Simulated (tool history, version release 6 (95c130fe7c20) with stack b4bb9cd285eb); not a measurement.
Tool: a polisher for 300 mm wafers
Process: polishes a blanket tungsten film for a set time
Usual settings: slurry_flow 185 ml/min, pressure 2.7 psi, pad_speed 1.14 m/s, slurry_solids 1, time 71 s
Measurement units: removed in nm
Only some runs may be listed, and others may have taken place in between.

run	hour	slurry_flow	pressure	pad_speed	slurry_solids	time	wafers since the last listed run	wafers polished on this pad	hours since the slurry nozzle was cleaned	hours since the head pressure was calibrated	hours since the slurry blender was calibrated	hours since the slurry got fresh peroxide	incoming thickness of the incoming film, nm	removed
1	0	185	2.7	1.14	1	82	0	2943	94.3	99.7	500.6	208.2	1305.3	259.4
2	100.1	185	2.7	1.14	1	82	1337	4281	194.4	199.8	600.7	308.3	1287.5	255.2
# hour 133.4: slurry blender recalibrated
3	136.1	185	2.7	1.14	1.25	71	454	4735	230.4	235.8	2.7	344.3	1277.3	233.9
4	216.2	185	2.7	1.14	1	71	1070	5806	310.5	315.9	82.8	424.4	1281.2	218.4
5	255.5	185	2.7	1.14	1	71	525	6331	349.8	355.2	122.1	463.7	1293.5	219.1
# hour 295.3: slurry tank refilled with fresh slurry and peroxide
6	324.2	240	2.7	1.14	1.1	85	904	7236	418.5	423.9	190.8	28.9	1271.3	278.6
7	390.3	185	2.2	1.4	1	71	883	8120	484.6	490	256.9	95	1278.4	213.3
# hour 419.5: worn pad replaced by a new one
8	464.8	185	3.5	0.78	1	71	942	605	559.1	564.5	331.4	169.5	1261.1	186.1
9	517.8	245	3.4	0.9	1.15	71	708	1314	612.1	617.5	384.4	222.5	1269	230.8
10	614.1	165	3	0.9	1.3	71	1287	2601	708.4	713.8	480.7	318.8	1254.3	192.1
# hour 655.3: slurry nozzle cleaned
11	683.1	185	2.7	1.14	1	71	908	3510	27.8	782.8	549.7	387.8	1272.8	223.1
# hour 692.7: head pressure recalibrated
12	730.1	245	2.4	1.24	1	94	601	4111	74.8	37.4	596.7	434.8	1265.7	298.4
# hour 738.9: slurry blender recalibrated
13	779.2	185	1.9	1.14	1	71	629	4741	123.9	86.5	40.3	483.9	1271.3	159.7
14	819.2	185	2.7	1.14	1	71	534	5276	163.9	126.5	80.3	523.9	1266.8	221.1
# hour 844.7: slurry tank refilled with fresh slurry and peroxide
15	876.7	185	3.1	1.3	1.2	71	755	6031	221.4	184	137.8	32	1287.6	298.1
16	929.7	185	2.7	1.14	1	71	708	6739	274.4	237	190.8	85	1294.1	219.6
17	992.6	185	2.7	1.14	0.85	53	840	7580	337.3	299.9	253.7	147.9	1284.6	155.2
# hour 1069.4: worn pad replaced by a new one
18	1100.4	185	2.7	1.14	1	71	1387	414	445.1	407.7	361.5	255.7	1260.9	213.9
19	1153.9	215	2.1	1.14	1	71	715	1129	498.6	461.2	415	309.2	1294.4	173.3
20	1247.5	135	2.7	0.94	1.15	88	1251	2380	592.2	554.8	508.6	402.8	1288.7	206.2
# hour 1320.2: slurry blender recalibrated
21	1346.2	185	2.7	0.94	1.1	71	1292	3673	690.9	653.5	26	501.5	1270.1	181.1
22	1385.2	125	2.7	1.14	0.9	71	521	4194	729.9	692.5	65	540.5	1302	187.3
23	1440.6	185	3.1	0.78	0.75	71	740	4935	785.3	747.9	120.4	595.9	1290.9	155.8
# hour 1466.1: head pressure recalibrated
# hour 1474.3: slurry nozzle cleaned
# hour 1508: slurry tank refilled with fresh slurry and peroxide
24	1528.5	185	2.7	1.14	1	71	1121	6056	54.2	62.4	208.3	20.5	1289.2	222.1
25	1584.8	185	2.7	1.14	1	71	752	6809	110.5	118.7	264.6	76.8	1279.2	222.3
26	1663.7	185	2.7	1.14	1	71	1054	7863	189.4	197.6	343.5	155.7	1281.4	215.5

List, for all runs, the conditions of the tool that the log does not record:
removal rate lost through wear of the pad, %: 0 across all the runs
deviation of the head's pressure from its setpoint, %: 0 across all the runs
abrasive missing from the slurry, %: 0 across all the runs
peroxide lost from the slurry, %: 0 across all the runs
H1: slurry flow missing at the pad, %
run	H1
1	11.7
2	18.7
3	20.6
4	24.1
5	25.5
6	27.5
7	28.9
8	30.2
9	30.9
10	31.9
11	5.83
12	10.5
13	14.5
14	17.3
15	20.7
16	23.2
17	25.6
18	28.6
19	29.7
20	31.1
21	32.2
22	32.5
23	32.9
24	9.35
25	14.3
26	19.7

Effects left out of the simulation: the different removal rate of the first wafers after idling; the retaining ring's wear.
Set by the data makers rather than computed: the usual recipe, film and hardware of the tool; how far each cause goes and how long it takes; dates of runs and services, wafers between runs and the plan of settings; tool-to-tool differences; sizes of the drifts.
